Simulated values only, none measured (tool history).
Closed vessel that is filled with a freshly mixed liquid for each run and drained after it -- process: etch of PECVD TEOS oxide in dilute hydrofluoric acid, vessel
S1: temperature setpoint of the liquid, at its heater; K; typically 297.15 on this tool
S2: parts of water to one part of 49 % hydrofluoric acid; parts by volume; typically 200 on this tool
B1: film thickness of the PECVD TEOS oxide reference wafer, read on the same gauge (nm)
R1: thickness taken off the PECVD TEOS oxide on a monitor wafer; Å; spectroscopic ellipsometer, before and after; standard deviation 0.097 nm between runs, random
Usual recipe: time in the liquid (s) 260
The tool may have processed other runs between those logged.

{"run": 1, "hour": 0.0, "S1": 297.15, "S2": 200, "time in the liquid (s)": 260, "B1": 129.99, "R1": 135.5}
{"hour": 11.6, "done": "thermometer replaced"}
{"run": 2, "hour": 29.0, "S1": 297.15, "S2": 200, "time in the liquid (s)": 260, "B1": 130, "R1": 130.2}
{"run": 3, "hour": 99.1, "S1": 297.15, "S2": 200, "time in the liquid (s)": 260, "B1": 130.05, "R1": 129}
{"run": 4, "hour": 163.3, "S1": 297.15, "S2": 200, "time in the liquid (s)": 260, "B1": 129.95, "R1": 133.5}
{"run": 5, "hour": 209.0, "S1": 297.15, "S2": 200, "time in the liquid (s)": 260, "B1": 130.03, "R1": 132.1}
{"hour": 224.4, "done": "gauge calibrated"}
{"run": 6, "hour": 253.4, "S1": 300.65, "S2": 200, "time in the liquid (s)": 145, "B1": 130.06, "R1": 83.4}
{"run": 7, "hour": 298.3, "S1": 300.65, "S2": 200, "time in the liquid (s)": 145, "B1": 130.01, "R1": 82.7}
{"hour": 396.5, "done": "hydrofluoric acid flow meter replaced"}
{"run": 8, "hour": 487.9, "S1": 297.15, "S2": 200, "time in the liquid (s)": 260, "B1": 129.99, "R1": 135.1}
{"run": 9, "hour": 534.7, "S1": 297.15, "S2": 175, "time in the liquid (s)": 260, "B1": 130.06, "R1": 157.3}
{"run": 10, "hour": 581.1, "S1": 297.15, "S2": 200, "time in the liquid (s)": 260, "B1": 130.04, "R1": 133}
{"hour": 606.0, "done": "thermometer replaced"}
{"run": 11, "hour": 647.6, "S1": 297.15, "S2": 200, "time in the liquid (s)": 260, "B1": 130, "R1": 130.8}
{"run": 12, "hour": 692.3, "S1": 297.15, "S2": 200, "time in the liquid (s)": 260, "B1": 130, "R1": 130}
{"run": 13, "hour": 746.7, "S1": 299.65, "S2": 200, "time in the liquid (s)": 260, "B1": 130.01, "R1": 143.4}
{"run": 14, "hour": 810.8, "S1": 297.15, "S2": 200, "time in the liquid (s)": 260, "B1": 130.01, "R1": 131.1}
{"run": 15, "hour": 879.3, "S1": 297.15, "S2": 200, "time in the liquid (s)": 260, "B1": 130.04, "R1": 131.1}
{"run": 16, "hour": 946.8, "S1": 299.65, "S2": 280, "time in the liquid (s)": 200, "B1": 129.97, "R1": 73.9}
{"run": 17, "hour": 1017.4, "S1": 299.65, "S2": 270, "time in the liquid (s)": 260, "B1": 129.97, "R1": 100}
{"run": 18, "hour": 1052.7, "S1": 300.65, "S2": 270, "time in the liquid (s)": 315, "B1": 129.99, "R1": 125.6}
{"run": 19, "hour": 1101.1, "S1": 299.65, "S2": 200, "time in the liquid (s)": 175, "B1": 130.01, "R1": 97}
{"run": 20, "hour": 1168.0, "S1": 300.65, "S2": 290, "time in the liquid (s)": 170, "B1": 129.97, "R1": 61.8}
{"run": 21, "hour": 1232.0, "S1": 299.65, "S2": 140, "time in the liquid (s)": 340, "B1": 129.96, "R1": 294.7}
{"run": 22, "hour": 1257.5, "S1": 293.15, "S2": 160, "time in the liquid (s)": 260, "B1": 130.03, "R1": 148.8}
{"hour": 1264.7, "done": "thermometer replaced"}
{"run": 23, "hour": 1313.4, "S1": 300.65, "S2": 280, "time in the liquid (s)": 260, "B1": 130.01, "R1": 95.7}
{"run": 24, "hour": 1356.1, "S1": 297.15, "S2": 200, "time in the liquid (s)": 260, "B1": 129.94, "R1": 130.5}
{"run": 25, "hour": 1417.2, "S1": 293.65, "S2": 145, "time in the liquid (s)": 260, "B1": 129.97, "R1": 170.2}
{"hour": 1446.2, "done": "hydrofluoric acid flow meter replaced"}
{"run": 26, "hour": 1457.0, "S1": 293.15, "S2": 160, "time in the liquid (s)": 260, "B1": 130.01, "R1": 147}
{"run": 27, "hour": 1497.3, "S1": 297.15, "S2": 200, "time in the liquid (s)": 260, "B1": 129.99, "R1": 131.3}
{"run": 28, "hour": 1556.7, "S1": 297.15, "S2": 165, "time in the liquid (s)": 260, "B1": 129.99, "R1": 164.5}
{"hour": 1698.2, "done": "gauge calibrated"}
{"run": 29, "hour": 1741.6, "S1": 297.15, "S2": 200, "time in the liquid (s)": 260, "B1": 129.97, "R1": 133.6}
{"run": 30, "hour": 1769.6, "S1": 297.15, "S2": 285, "time in the liquid (s)": 305, "B1": 129.96, "R1": 101.8}
{"run": 31, "hour": 1820.4, "S1": 300.65, "S2": 125, "time in the liquid (s)": 175, "B1": 129.95, "R1": 182}
{"run": 32, "hour": 1872.5, "S1": 297.15, "S2": 250, "time in the liquid (s)": 370, "B1": 129.97, "R1": 146}
{"run": 33, "hour": 1917.5, "S1": 294.65, "S2": 235, "time in the liquid (s)": 140, "B1": 129.95, "R1": 54.7}
{"run": 34, "hour": 1946.4, "S1": 297.15, "S2": 200, "time in the liquid (s)": 260, "B1": 129.99, "R1": 135.7}

Here are 3 independent what-if runs from the current tool condition. What would each one return?
{"run": "A", "hour": 1947.1, "S1": 297.15, "S2": 200, "time in the liquid (s)": 260, "B1": "?", "R1": "?"}
{"run": "B", "hour": 1947.1, "S1": 299.65, "S2": 270, "time in the liquid (s)": 300, "B1": "?", "R1": "?"}
{"run": "C", "hour": 1947.1, "S1": 294.15, "S2": 265, "time in the liquid (s)": 335, "B1": "?", "R1": "?"}

run=A B1=130 R1=134.6
run=B B1=130 R1=116.4
run=C B1=130 R1=109.8
Without the tool's hidden state the same runs would have given:
run=A R1=128.6
run=B R1=111.6
run=C R1=104.9
